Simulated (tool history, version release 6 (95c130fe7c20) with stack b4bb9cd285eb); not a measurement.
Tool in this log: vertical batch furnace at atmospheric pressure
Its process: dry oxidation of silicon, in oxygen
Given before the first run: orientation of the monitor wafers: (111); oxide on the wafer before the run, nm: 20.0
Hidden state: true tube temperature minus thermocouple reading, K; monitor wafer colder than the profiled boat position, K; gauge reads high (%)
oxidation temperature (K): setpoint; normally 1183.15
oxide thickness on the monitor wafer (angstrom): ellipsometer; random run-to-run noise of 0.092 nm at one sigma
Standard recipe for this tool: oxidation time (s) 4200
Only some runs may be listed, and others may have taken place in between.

run	hour	oxidation temperature (K)	oxidation time (s)	wafers since the last listed run	hours since the last temperature calibration	hours since the boat lift was adjusted	hours since the gauge calibration	read-back reference wafer on the same gauge, thickness	oxide thickness on the monitor wafer (angstrom)
1	0.0	1177.15	3180	0	3894.7	1493.5	94.5	39.68	355.9
2	27.7	1177.15	3180	321	3922.4	1521.2	122.2	39.69	359.3
3	62.2	1177.15	3180	400	3956.9	1555.7	156.7	39.71	357.7
4	81.8	1197.15	4200	227	3976.5	1575.3	176.3	39.70	464.3
5	111.4	1197.15	4200	343	4006.1	1604.9	205.9	39.70	462.1
6	138.8	1183.15	4200	317	4033.5	1632.3	233.3	39.70	419.5
7	168.7	1183.15	4200	346	4063.4	1662.2	263.2	39.69	418.9
8	184.9	1183.15	4200	187	4079.6	1678.4	279.4	39.69	418.0
9	217.6	1183.15	4200	379	4112.3	1711.1	312.1	39.70	420.0
# hour 247.4: thermocouples replaced and temperature profile calibrated
10	247.9	1183.15	4200	73	0.5	1741.4	342.4	39.71	418.8
11	262.4	1183.15	4200	168	15.0	1755.9	356.9	39.69	418.9
12	277.8	1163.15	4200	178	30.4	1771.3	372.3	39.68	368.7
13	291.8	1183.15	4200	162	44.4	1785.3	386.3	39.72	419.7
14	303.9	1183.15	4200	140	56.5	1797.4	398.4	39.70	419.2
15	327.9	1183.15	4200	278	80.5	1821.4	422.4	39.70	417.5
16	346.1	1183.15	2250	211	98.7	1839.6	440.6	39.71	321.9
17	375.8	1199.15	4200	344	128.4	1869.3	470.3	39.71	467.9
18	403.0	1183.15	4200	315	155.6	1896.5	497.5	39.71	419.0
# hour 429.0: boat lift adjusted
19	429.5	1201.15	4200	28	182.1	0.5	524.0	39.70	485.4
20	441.4	1183.15	6150	138	194.0	12.4	535.9	39.69	519.5
# hour 451.9: gauge calibrated
21	465.3	1183.15	4200	277	217.9	36.3	13.4	39.70	427.7
22	484.8	1202.15	3450	226	237.4	55.8	32.9	39.71	441.7
23	515.0	1162.15	3510	350	267.6	86.0	63.1	39.71	344.8
24	543.9	1183.15	4200	335	296.5	114.9	92.0	39.69	426.3
25	573.7	1171.15	2970	345	326.3	144.7	121.8	39.71	339.9
26	587.6	1183.15	4200	161	340.2	158.6	135.7	39.71	426.5
27	664.9	1171.15	2910	896	417.5	235.9	213.0	39.70	337.6
28	688.1	1183.15	4200	269	440.7	259.1	236.2	39.68	426.9
29	719.8	1159.15	6000	367	472.4	290.8	267.9	39.69	427.0
30	744.8	1190.15	5070	289	497.4	315.8	292.9	39.68	492.0
31	764.1	1194.15	2460	223	516.7	335.1	312.2	39.71	359.5

Difference, measured minus no-hidden-state, one row per run. Run-to-run variation is common to both terms; the gauge's own scatter need not be:
run	oxide thickness on the monitor wafer (angstrom)
1	-6.8
2	-7.0
3	-7.2
4	-10.8
5	-11.0
6	-10.0
7	-10.2
8	-10.3
9	-10.5
10	-10.8
11	-10.8
12	-8.8
13	-11.0
14	-11.0
15	-11.1
16	-6.7
17	-12.8
18	-11.7
19	-1.3
20	-1.8
21	-1.5
22	-1.5
23	-1.2
24	-1.9
25	-1.4
26	-2.2
27	-1.7
28	-2.8
29	-3.1
30	-3.8
31	-2.3

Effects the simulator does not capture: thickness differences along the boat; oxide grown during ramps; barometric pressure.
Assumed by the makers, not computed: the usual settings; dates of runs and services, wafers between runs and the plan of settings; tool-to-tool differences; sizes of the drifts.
